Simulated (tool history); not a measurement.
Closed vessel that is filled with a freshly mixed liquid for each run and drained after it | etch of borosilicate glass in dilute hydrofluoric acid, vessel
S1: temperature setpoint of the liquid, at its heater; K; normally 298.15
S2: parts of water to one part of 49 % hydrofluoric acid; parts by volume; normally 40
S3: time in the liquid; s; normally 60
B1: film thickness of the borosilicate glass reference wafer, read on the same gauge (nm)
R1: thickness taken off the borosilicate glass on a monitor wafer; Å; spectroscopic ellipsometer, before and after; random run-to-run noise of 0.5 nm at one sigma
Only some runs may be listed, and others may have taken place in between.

run     day      S1  S2  S3     B1      R1
  1   0.000  298.15  40  60  40.01   750.4
  2   1.050  301.65  40  60  40.01   880.7
  3   2.104  301.65  40  60  40.02   869.2
  4   2.750  301.65  40  60  39.99   872.8
  5   3.492  298.15  40  60  40.00   766.6
  6   4.375  298.15  40  60  39.99   755.9
  7   5.504  298.15  40  70  40.00   884.1
  8   6.446  298.15  40  70  40.01   884.9
  9   7.179  298.15  40  70  40.01   883.7
 10   8.021  298.15  40  60  39.98   756.3
 11   9.488  298.15  40  60  39.98   758.2
 12  10.179  298.15  40  60  40.00   759.0
 13  11.029  298.15  40  60  40.01   749.5
 14  14.804  298.15  40  80  39.99  1005.8
 15  15.479  298.15  40  80  40.00  1019.7
 16  19.946  293.65  60  75  40.00   506.8
 17  20.746  298.15  35  50  40.00   725.2
 18  21.771  298.15  40  60  40.00   754.0
 19  22.700  302.15  40  60  40.00   895.6
 20  23.646  300.15  35  60  40.00   939.7
 21  24.554  298.15  40  60  39.99   750.4
 22  25.692  298.15  40  40  39.99   505.3
 23  26.538  294.15  30  75  39.98  1085.4
 24  27.712  298.15  40  60  39.98   750.5
 25  28.321  300.15  60  50  40.00   444.9
 26  31.779  303.15  50  60  40.00   725.1
 27  33.212  298.15  40  60  40.01   765.9
 28  34.000  301.15  55  45  39.99   459.3
 29  34.892  298.15  40  60  40.02   763.0
 30  36.208  301.15  30  95  40.00  1829.9
 31  36.854  298.15  40  60  39.99   748.4
 32  37.771  293.65  40  70  39.97   732.9
 33  38.312  298.15  25  30  39.98   616.0

Taken out of this log: 3 entries between the listed runs. Where each belongs, and how the hidden state differs across it:
Between runs 13 and 14: thermometer replaced (day 11.142); gauge calibrated (day 13.175)
  no hidden state differs between the two runs
Between runs 15 and 16: hydrofluoric acid flow meter replaced (day 18.100)
  no hidden state differs between the two runs
